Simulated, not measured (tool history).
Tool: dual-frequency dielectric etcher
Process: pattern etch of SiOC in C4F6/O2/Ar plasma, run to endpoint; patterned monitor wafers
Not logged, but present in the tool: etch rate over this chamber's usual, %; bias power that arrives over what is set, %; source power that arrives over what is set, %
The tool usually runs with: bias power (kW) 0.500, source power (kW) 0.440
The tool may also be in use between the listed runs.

| run | hour | bias power (kW) | source power (kW) | wafers since the last listed run | hours since the last wet clean | hours since the last bias power generator calibration | hours since the last source power generator calibration | hours since the last upper electrode change | incoming incoming film thickness, nm | endpoint time (s) |
|---|---|---|---|---|---|---|---|---|---|---|
| 1 | 0.0 | 0.549 | 0.440 | 0 | 278.1 | 4951.2 | 2155.1 | 3309.6 | 42.45 | 12.2 |
| 2 | 28.0 | 0.449 | 0.410 | 432 | 306.1 | 4979.2 | 2183.1 | 3337.6 | 42.50 | 13.6 |
| 3 | 37.7 | 0.500 | 0.440 | 149 | 315.8 | 4988.9 | 2192.8 | 3347.3 | 42.37 | 12.6 |
| 4 | 49.6 | 0.500 | 0.440 | 183 | 327.7 | 5000.8 | 2204.7 | 3359.2 | 42.52 | 12.7 |
| 5 | 67.4 | 0.500 | 0.410 | 274 | 345.5 | 5018.6 | 2222.5 | 3377.0 | 42.33 | 12.9 |
|  | 91.7 | upper electrode replaced |
| 6 | 92.2 | 0.500 | 0.440 | 12 | 370.3 | 5043.4 | 2247.3 | 0.5 | 42.48 | 12.6 |
| 7 | 101.1 | 0.500 | 0.440 | 137 | 379.2 | 5052.3 | 2256.2 | 9.4 | 42.46 | 12.6 |
|  | 109.2 | bias power generator calibrated |
|  | 126.9 | wet clean of the chamber |
| 8 | 127.4 | 0.500 | 0.440 | 71 | 0.5 | 18.2 | 2282.5 | 35.7 | 42.21 | 13.1 |
| 9 | 127.7 | 0.500 | 0.340 | 4 | 0.8 | 18.5 | 2282.8 | 36.0 | 41.63 | 14.0 |
| 10 | 128.2 | 0.500 | 0.440 | 7 | 1.3 | 19.0 | 2283.3 | 36.5 | 42.52 | 13.1 |
| 11 | 143.8 | 0.535 | 0.440 | 240 | 16.9 | 34.6 | 2298.9 | 52.1 | 41.94 | 12.5 |
|  | 153.7 | source power generator calibrated |
| 12 | 155.0 | 0.561 | 0.340 | 111 | 28.1 | 45.8 | 1.3 | 63.3 | 42.24 | 13.4 |

For run 13, what comes out?
| 13 | 171.4 | 0.500 | 0.440 | 253 | 44.5 | 62.2 | 17.7 | 79.7 | 42.67 | ? |

Run 13 measured endpoint time (s) 13.2.
On a tool with no hidden condition, and with the same random variation, this run would have come out at endpoint time (s) 13.3.
